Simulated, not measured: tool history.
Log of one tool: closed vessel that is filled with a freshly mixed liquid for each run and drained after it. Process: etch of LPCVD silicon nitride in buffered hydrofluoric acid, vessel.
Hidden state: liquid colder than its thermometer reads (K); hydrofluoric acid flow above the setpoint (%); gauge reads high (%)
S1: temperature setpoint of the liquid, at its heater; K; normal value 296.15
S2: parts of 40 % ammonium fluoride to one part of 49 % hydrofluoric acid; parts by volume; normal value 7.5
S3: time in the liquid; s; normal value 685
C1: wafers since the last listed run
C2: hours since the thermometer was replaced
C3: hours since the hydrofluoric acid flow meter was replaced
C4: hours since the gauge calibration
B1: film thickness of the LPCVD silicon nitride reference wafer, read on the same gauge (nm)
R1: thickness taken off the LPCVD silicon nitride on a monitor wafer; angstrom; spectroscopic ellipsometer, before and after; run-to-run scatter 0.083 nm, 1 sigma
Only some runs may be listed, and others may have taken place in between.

Run 1, hour 0.0: usual settings but S2 8.5 parts by volume; C1 0; C2 90.3; C3 117.9; C4 658.5; B1 97.61. Result: R1 96.4 angstrom.
Run 2, hour 235.7: usual settings but S2 8.5 parts by volume; C1 18584; C2 326.0; C3 353.6; C4 894.2; B1 96.80. Result: R1 96.1 angstrom.
At hour 279.7: gauge calibrated.
Run 3, hour 282.2: usual settings but S2 8.5 parts by volume; C1 3666; C2 372.5; C3 400.1; C4 2.5; B1 100.75. Result: R1 99.3 angstrom.
Run 4, hour 325.2: usual settings but S3 585 s; C1 3390; C2 415.5; C3 443.1; C4 45.5; B1 100.61. Result: R1 97.0 angstrom.
At hour 327.0: hydrofluoric acid flow meter replaced.
Run 5, hour 408.9: usual settings but S3 585 s; C1 6520; C2 499.2; C3 81.9; C4 129.2; B1 100.31. Result: R1 96.9 angstrom.
Run 6, hour 467.6: usual settings but S3 585 s; C1 4628; C2 557.9; C3 140.6; C4 187.9; B1 100.12. Result: R1 98.9 angstrom.
Run 7, hour 523.7: usual settings; C1 4423; C2 614.0; C3 196.7; C4 244.0; B1 99.92. Result: R1 114.6 angstrom.
Run 8, hour 592.1: usual settings; C1 5393; C2 682.4; C3 265.1; C4 312.4; B1 99.70. Result: R1 112.8 angstrom.
Run 9, hour 644.2: usual settings but S1 294.15 K, S2 9.5 parts by volume; C1 4107; C2 734.5; C3 317.2; C4 364.5; B1 99.51. Result: R1 81.3 angstrom.
Run 10, hour 727.9: usual settings but S1 294.15 K, S2 9.5 parts by volume; C1 6599; C2 818.2; C3 400.9; C4 448.2; B1 99.23. Result: R1 80.3 angstrom.
At hour 746.9: hydrofluoric acid flow meter replaced.
Run 11, hour 821.5: usual settings but S1 294.15 K, S2 9.5 parts by volume; C1 7301; C2 911.8; C3 74.6; C4 541.8; B1 98.93. Result: R1 80.0 angstrom.
At hour 842.5: thermometer replaced.
Run 12, hour 901.5: usual settings but S2 5.5 parts by volume, S3 515 s; C1 6228; C2 59.0; C3 154.6; C4 621.8; B1 98.65. Result: R1 112.7 angstrom.
Run 13, hour 968.0: usual settings; C1 5243; C2 125.5; C3 221.1; C4 688.3; B1 98.44. Result: R1 112.2 angstrom.
Run 14, hour 1033.2: usual settings; C1 5140; C2 190.7; C3 286.3; C4 753.5; B1 98.20. Result: R1 112.9 angstrom.
At hour 1197.6: hydrofluoric acid flow meter replaced.
Run 15, hour 1220.4: usual settings but S1 297.65 K, S2 5.5 parts by volume, S3 315 s; C1 14681; C2 377.9; C3 22.8; C4 940.7; B1 97.58. Result: R1 73.9 angstrom.
At hour 1255.0: gauge calibrated.
Run 16, hour 1272.1: usual settings; C1 4076; C2 429.6; C3 74.5; C4 17.1; B1 100.03. Result: R1 113.1 angstrom.
Run 17, hour 1311.0: usual settings; C1 3067; C2 468.5; C3 113.4; C4 56.0; B1 99.91. Result: R1 113.0 angstrom.
Run 18, hour 1360.7: usual settings but S1 297.65 K, S3 915 s; C1 3918; C2 518.2; C3 163.1; C4 105.7; B1 99.74. Result: R1 164.7 angstrom.
Run 19, hour 1446.0: usual settings but S1 298.65 K, S2 10.5 parts by volume; C1 6725; C2 603.5; C3 248.4; C4 191.0; B1 99.45. Result: R1 94.5 angstrom.
Run 20, hour 1483.6: usual settings; C1 2964; C2 641.1; C3 286.0; C4 228.6; B1 99.29. Result: R1 113.8 angstrom.
At hour 1548.5: hydrofluoric acid flow meter replaced.
Run 21, hour 1583.3: usual settings but S3 415 s; C1 7782; C2 740.8; C3 34.8; C4 328.3; B1 98.99. Result: R1 68.7 angstrom.
Run 22, hour 1633.8: usual settings but S1 292.15 K, S2 6.5 parts by volume; C1 3981; C2 791.3; C3 85.3; C4 378.8; B1 98.81. Result: R1 103.2 angstrom.
At hour 1695.8: thermometer replaced.
Run 23, hour 1698.9: usual settings but S1 292.65 K; C1 5054; C2 3.1; C3 150.4; C4 443.9; B1 98.60. Result: R1 93.0 angstrom.
Run 24, hour 1792.8: usual settings but S1 300.15 K, S2 9.5 parts by volume, S3 295 s; C1 7403; C2 97.0; C3 244.3; C4 537.8; B1 98.28. Result: R1 47.1 angstrom.

4 options for the next run, each taken on its own from the tool as it stands now. Forecast them:
Run A, hour 1793.6: usual settings; C1 63; C2 97.8; C3 245.1; C4 538.6; B1 ?. Result: R1 ?.
Run B, hour 1793.6: usual settings but S1 297.65 K, S3 390 s; C1 63; C2 97.8; C3 245.1; C4 538.6; B1 ?. Result: R1 ?.
Run C, hour 1793.6: usual settings but S1 293.15 K; C1 63; C2 97.8; C3 245.1; C4 538.6; B1 ?. Result: R1 ?.
Run D, hour 1793.6: usual settings but S3 855 s; C1 63; C2 97.8; C3 245.1; C4 538.6; B1 ?. Result: R1 ?.

run     B1     R1
  A  98.25  111.1
  B  98.25   68.6
  C  98.25   94.1
  D  98.25  138.6
With no hidden state in the tool, these same runs would have given:
run     R1
  A  113.0
  B   69.8
  C   95.7
  D  141.1
